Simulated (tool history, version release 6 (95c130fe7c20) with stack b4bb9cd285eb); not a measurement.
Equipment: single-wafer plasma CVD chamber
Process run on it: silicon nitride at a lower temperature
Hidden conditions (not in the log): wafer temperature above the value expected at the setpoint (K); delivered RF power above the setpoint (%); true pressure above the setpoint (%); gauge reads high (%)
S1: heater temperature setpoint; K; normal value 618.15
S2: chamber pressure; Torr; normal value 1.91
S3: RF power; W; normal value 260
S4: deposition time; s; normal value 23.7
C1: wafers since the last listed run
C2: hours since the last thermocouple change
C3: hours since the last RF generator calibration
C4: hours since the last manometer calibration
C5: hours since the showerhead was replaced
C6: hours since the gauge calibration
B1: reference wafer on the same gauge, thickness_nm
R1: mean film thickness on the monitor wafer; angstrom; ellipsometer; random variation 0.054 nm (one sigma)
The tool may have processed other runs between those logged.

run	hour	S1	S2	S3	S4	C1	C2	C3	C4	C5	C6	B1	R1
1	0.0	618.15	1.91	260	23.7	0	2089.2	222.2	2430.3	71.1	1759.2	28.811	268.24
# hour 32.9: thermocouple changed; heater temperature recalibrated
2	39.8	618.15	1.91	260	23.7	488	6.9	262.0	2470.1	110.9	1799.0	28.811	268.92
# hour 97.2: capacitance manometer re-zeroed and calibrated
3	121.4	618.15	1.91	260	23.7	1130	88.5	343.6	24.2	192.5	1880.6	28.833	268.35
4	211.2	618.15	1.91	235	23.7	1379	178.3	433.4	114.0	282.3	1970.4	28.813	254.61
5	257.5	618.15	1.91	260	23.7	711	224.6	479.7	160.3	328.6	2016.7	28.788	268.58
6	363.3	618.15	1.91	260	23.7	1625	330.4	585.5	266.1	434.4	2122.5	28.790	268.08
# hour 366.2: gauge calibrated
7	470.4	618.15	1.91	260	23.7	1645	437.5	692.6	373.2	541.5	104.2	28.775	268.53
8	531.0	629.15	1.91	260	23.7	930	498.1	753.2	433.8	602.1	164.8	28.812	266.87
9	637.1	606.15	1.63	240	23.7	1629	604.2	859.3	539.9	708.2	270.9	28.795	247.18
10	725.8	618.15	1.55	260	20.7	1362	692.9	948.0	628.6	796.9	359.6	28.806	220.82
11	806.3	623.15	1.91	260	19.5	1236	773.4	1028.5	709.1	877.4	440.1	28.807	220.63
12	878.9	618.15	1.91	260	23.7	1115	846.0	1101.1	781.7	950.0	512.7	28.799	267.96
13	946.2	618.15	1.91	260	23.7	1033	913.3	1168.4	849.0	1017.3	580.0	28.815	267.92
14	1006.2	604.15	1.91	260	23.7	921	973.3	1228.4	909.0	1077.3	640.0	28.805	270.11
15	1081.5	618.15	2.11	260	20.3	1156	1048.6	1303.7	984.3	1152.6	715.3	28.800	236.32
16	1132.2	618.15	1.91	260	22.1	778	1099.3	1354.4	1035.0	1203.3	766.0	28.778	250.38
17	1209.6	610.15	1.79	295	21.2	1188	1176.7	1431.8	1112.4	1280.7	843.4	28.825	251.82
18	1274.3	618.15	1.91	260	23.7	993	1241.4	1496.5	1177.1	1345.4	908.1	28.806	268.28
# hour 1303.0: RF generator calibrated
19	1319.0	618.15	1.91	260	23.7	563	1286.1	16.0	1221.8	1390.1	952.8	28.802	267.99
20	1423.7	618.15	1.53	260	20.3	1608	1390.8	120.7	1326.5	1494.8	1057.5	28.793	216.77
21	1488.0	618.15	1.91	285	28.0	987	1455.1	185.0	1390.8	1559.1	1121.8	28.816	331.01
22	1528.3	618.15	1.91	235	19.0	619	1495.4	225.3	1431.1	1599.4	1162.1	28.795	204.34
23	1624.5	626.15	1.49	210	19.5	1477	1591.6	321.5	1527.3	1695.6	1258.3	28.822	184.14

What does the tool deliver on the next run?
24	1707.2	618.15	1.91	285	23.7	1270	1674.3	404.2	1610.0	1778.3	1341.0	?	?

Run 24 produced B1 28.780, R1 280.89 angstrom.
On a tool with no hidden condition, and with the same random variation, this run would have come out at R1 280.89 angstrom.
